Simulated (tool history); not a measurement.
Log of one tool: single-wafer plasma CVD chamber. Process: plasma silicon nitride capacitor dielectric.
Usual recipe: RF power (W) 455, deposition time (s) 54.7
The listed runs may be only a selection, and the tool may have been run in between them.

| run | day | RF power (W) | deposition time (s) | read-back reference wafer on the same gauge, thickness_nm | mean film thickness on the monitor wafer (Å) |
|---|---|---|---|---|---|
| 1 | 0 | 455 | 54.7 | 69.597 | 774.37 |
| 2 | 0.371 | 455 | 54.7 | 69.583 | 776.73 |
| 3 | 0.625 | 455 | 54.7 | 69.6 | 778.46 |
| 4 | 1.312 | 455 | 54.7 | 69.597 | 775.63 |
| 5 | 1.638 | 400 | 51.9 | 69.606 | 705.78 |
| 6 | 1.9 | 400 | 51.9 | 69.593 | 704.62 |
| 7 | 2.496 | 400 | 51.9 | 69.612 | 706.1 |
| 8 | 2.967 | 455 | 62.9 | 69.618 | 890.05 |
| 9 | 3.629 | 455 | 62.9 | 69.606 | 892.53 |
| 10 | 4.35 | 455 | 62.9 | 69.596 | 890.31 |
| 11 | 4.825 | 410 | 54.7 | 69.6 | 748.73 |
| 12 | 5.112 | 410 | 54.7 | 69.616 | 750.12 |
| 13 | 5.792 | 455 | 54.7 | 69.597 | 773.49 |
|  | 7.021 | RF generator calibrated |
| 14 | 7.042 | 455 | 50.4 | 69.629 | 732.33 |
| 15 | 7.058 | 390 | 62.2 | 69.609 | 860.34 |
| 16 | 7.733 | 455 | 54.7 | 69.588 | 794.3 |
| 17 | 8.075 | 545 | 54.7 | 69.606 | 841.6 |
| 18 | 8.754 | 535 | 49.3 | 69.624 | 753.43 |
|  | 9.879 | showerhead replaced |
| 19 | 10.396 | 455 | 54.7 | 69.612 | 788.93 |
| 20 | 10.967 | 390 | 60.9 | 69.607 | 835.73 |
| 21 | 11.238 | 415 | 50 | 69.595 | 700.38 |
| 22 | 11.796 | 455 | 54.7 | 69.615 | 790.89 |
|  | 11.862 | gauge calibrated |
| 23 | 12.254 | 495 | 54.7 | 69.583 | 812.54 |
| 24 | 12.612 | 455 | 54.7 | 69.579 | 787.11 |
| 25 | 13.204 | 455 | 54.7 | 69.603 | 789.5 |
| 26 | 13.925 | 505 | 54.7 | 69.599 | 817.17 |
| 27 | 14.554 | 455 | 50.8 | 69.604 | 731.77 |
| 28 | 15.254 | 455 | 54.7 | 69.595 | 787.42 |

For some of the steps in mean film thickness on the monitor wafer (Å) from one run to the next: how much would appear even if the tool had no hidden state, given the settings, what came in and random variation, and how much remains for the hidden state plus any gauge scatter that the measured result and the result without hidden state don't share?
Hidden state at play: delivered RF power above the setpoint (%); gauge reads high (%).
Run 7 -> 8: RF power (W) 400 -> 455, deposition time (s) 51.9 -> 62.9. mean film thickness on the monitor wafer (Å) +183.95: hidden state -5.38, all else +189.33.
Run 10 -> 11: RF power (W) 455 -> 410, deposition time (s) 62.9 -> 54.7. mean film thickness on the monitor wafer (Å) -141.58: hidden state +4.11, all else -145.69.
Run 13 -> 14: deposition time (s) 54.7 -> 50.4, RF generator calibrated. mean film thickness on the monitor wafer (Å) -41.16: hidden state +19.66, all else -60.82.

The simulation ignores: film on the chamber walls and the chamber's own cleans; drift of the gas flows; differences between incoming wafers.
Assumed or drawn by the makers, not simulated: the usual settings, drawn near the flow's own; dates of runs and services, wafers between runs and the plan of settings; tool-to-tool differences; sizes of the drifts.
